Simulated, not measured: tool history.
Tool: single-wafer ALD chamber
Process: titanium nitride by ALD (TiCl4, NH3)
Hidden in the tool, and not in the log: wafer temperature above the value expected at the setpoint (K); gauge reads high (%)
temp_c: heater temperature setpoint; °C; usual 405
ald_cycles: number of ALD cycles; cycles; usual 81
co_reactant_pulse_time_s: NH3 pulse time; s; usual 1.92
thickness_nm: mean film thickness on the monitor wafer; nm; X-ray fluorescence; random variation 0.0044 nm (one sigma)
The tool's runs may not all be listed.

run     day  temp_c  ald_cycles  co_reactant_pulse_time_s  wafers since the last listed run  hours since the last thermocouple change  hours since the showerhead was replaced  hours since the gauge calibration  read-back reference wafer on the same gauge, thickness_nm  thickness_nm
  1       0     405          81                      1.92                                 0                                     489.9                                     7826                              298.3                                                      1.589         1.779
  2   2.875     405          81                      1.92                               126                                     558.9                                     7895                              367.3                                                       1.59         1.785
  3   5.004     405          81                      1.62                                93                                       610                                   7946.1                              418.4                                                      1.592         1.776
  4   6.875     405          81                      1.62                                82                                     654.9                                     7991                              463.3                                                      1.593         1.775
  5   8.633     416          81                      1.92                                77                                     697.1                                   8033.2                              505.5                                                      1.594         1.796
  6  10.733     405          81                      1.92                                92                                     747.5                                   8083.6                              555.9                                                      1.595         1.791
  7  12.804     405          81                      1.92                                90                                     797.2                                   8133.3                              605.6                                                      1.598         1.788
     14.629  -- showerhead replaced
  8   14.65     405          81                      1.92                                66                                     841.5                                      0.5                              649.9                                                      1.599         1.794
  9  17.117     405          81                      1.19                               108                                     900.7                                     59.7                              709.1                                                        1.6         1.763
 10  18.679     418          91                      2.62                                68                                     938.2                                     97.2                              746.6                                                      1.601         2.038
 11  20.233     405          81                      1.92                                68                                     975.5                                    134.5                              783.9                                                      1.601          1.79
     21.525  -- gauge calibrated
 12  21.692     416          90                      2.31                                63                                    1010.5                                    169.5                                  4                                                      1.581         1.991
     22.833  -- thermocouple changed; heater temperature recalibrated
 13  23.383     390          88                      2.18                                59                                      13.2                                    210.1                               44.6                                                      1.581         1.919
 14  31.312     390          81                      2.49                               347                                     203.5                                    400.4                              234.9                                                      1.587         1.784
 15  32.921     405          81                      1.92                                70                                     242.1                                      439                              273.5                                                      1.589         1.781
 16   35.85     405          81                      1.92                               128                                     312.4                                    509.3                              343.8                                                       1.59          1.78

Forecast each of these 3 alternatives for the next run:
  A  35.875     412          81                      1.92                                 1                                       313                                    509.9                              344.4                                                          ?             ?
  B  35.875     412          87                      1.44                                 1                                       313                                    509.9                              344.4                                                          ?             ?
  C  35.875     413          81                      1.92                                 1                                       313                                    509.9                              344.4                                                          ?             ?

run  read-back reference wafer on the same gauge, thickness_nm  thickness_nm
  A                                                      1.592         1.786
  B                                                      1.592         1.901
  C                                                      1.592         1.786
Without the tool's hidden state the same runs would have given:
run  thickness_nm
  A         1.773
  B         1.888
  C         1.774

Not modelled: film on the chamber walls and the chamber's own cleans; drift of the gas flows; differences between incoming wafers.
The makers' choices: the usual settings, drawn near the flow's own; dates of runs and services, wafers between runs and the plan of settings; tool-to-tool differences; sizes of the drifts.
